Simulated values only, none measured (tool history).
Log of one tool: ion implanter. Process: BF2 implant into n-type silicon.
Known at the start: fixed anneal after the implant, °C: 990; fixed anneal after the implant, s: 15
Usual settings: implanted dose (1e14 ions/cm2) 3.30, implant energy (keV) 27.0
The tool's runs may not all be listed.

run   hour  implanted dose (1e14 ions/cm2)  implant energy (keV)  wafers since the last listed run  hours since the last dose calibration  hours since the extraction supply was calibrated  hours since the gauge calibration  read-back reference wafer on the same gauge, sheet resistance  sheet resistance of the implanted and annealed layer (ohm/square)
  1    0.0                            3.78                  27.0                                 0                                 1496.2                                            6367.7                              107.4                                                         313.10                                                             341.54
  2    6.1                            3.89                  34.0                                83                                 1502.3                                            6373.8                              113.5                                                         312.99                                                             326.27
  3   20.3                            3.90                  27.0                               193                                 1516.5                                            6388.0                              127.7                                                         313.00                                                             333.40
  4   33.7                            3.90                  27.0                               182                                 1529.9                                            6401.4                              141.1                                                         312.98                                                             333.33
      52.6  -- gauge calibrated
      82.1  -- extraction supply calibrated
  5   82.6                            2.88                  27.0                               558                                 1578.8                                               0.5                               30.0                                                         312.97                                                             428.62
  6   86.4                            2.88                  27.0                                51                                 1582.6                                               4.3                               33.8                                                         312.96                                                             429.25
  7   95.6                            3.30                  27.0                               125                                 1591.8                                              13.5                               43.0                                                         312.95                                                             382.32
  8  102.7                            2.54                  32.5                                96                                 1598.9                                              20.6                               50.1                                                         312.99                                                             470.23
  9  109.9                            2.54                  32.5                                98                                 1606.1                                              27.8                               57.3                                                         312.93                                                             471.53
 10  127.1                            3.30                  31.0                               234                                 1623.3                                              45.0                               74.5                                                         313.05                                                             379.49
 11  135.1                            3.30                  31.0                               109                                 1631.3                                              53.0                               82.5                                                         313.02                                                             379.53
 12  143.9                            2.87                  22.5                               120                                 1640.1                                              61.8                               91.3                                                         312.97                                                             435.48
     156.9  -- Faraday cup replaced and dose calibrated
 13  157.4                            2.53                  33.5                                75                                    0.5                                              75.3                              104.8                                                         313.02                                                             454.25
 14  160.7                            3.02                  27.0                                45                                    3.8                                              78.6                              108.1                                                         313.17                                                             395.00
 15  178.3                            2.69                  20.0                               240                                   21.4                                              96.2                              125.7                                                         313.08                                                             445.61
     179.9  -- gauge calibrated
 16  194.7                            3.62                  27.0                               223                                   37.8                                             112.6                               14.8                                                         313.10                                                             340.85
 17  205.6                            3.63                  24.5                               148                                   48.7                                             123.5                               25.7                                                         313.01                                                             344.75
 18  213.1                            3.30                  27.0                               102                                   56.2                                             131.0                               33.2                                                         312.93                                                             369.74

The next listed run, before its measurement:
 19  223.8                            2.76                  27.0                               146                                   66.9                                             141.7                               43.9                                                              ?                                                                  ?

read-back reference wafer on the same gauge, sheet resistance: 312.97
sheet resistance of the implanted and annealed layer (ohm/square): 428.49
Without the tool's hidden state the same run would have given sheet resistance of the implanted and annealed layer (ohm/square) 424.49.
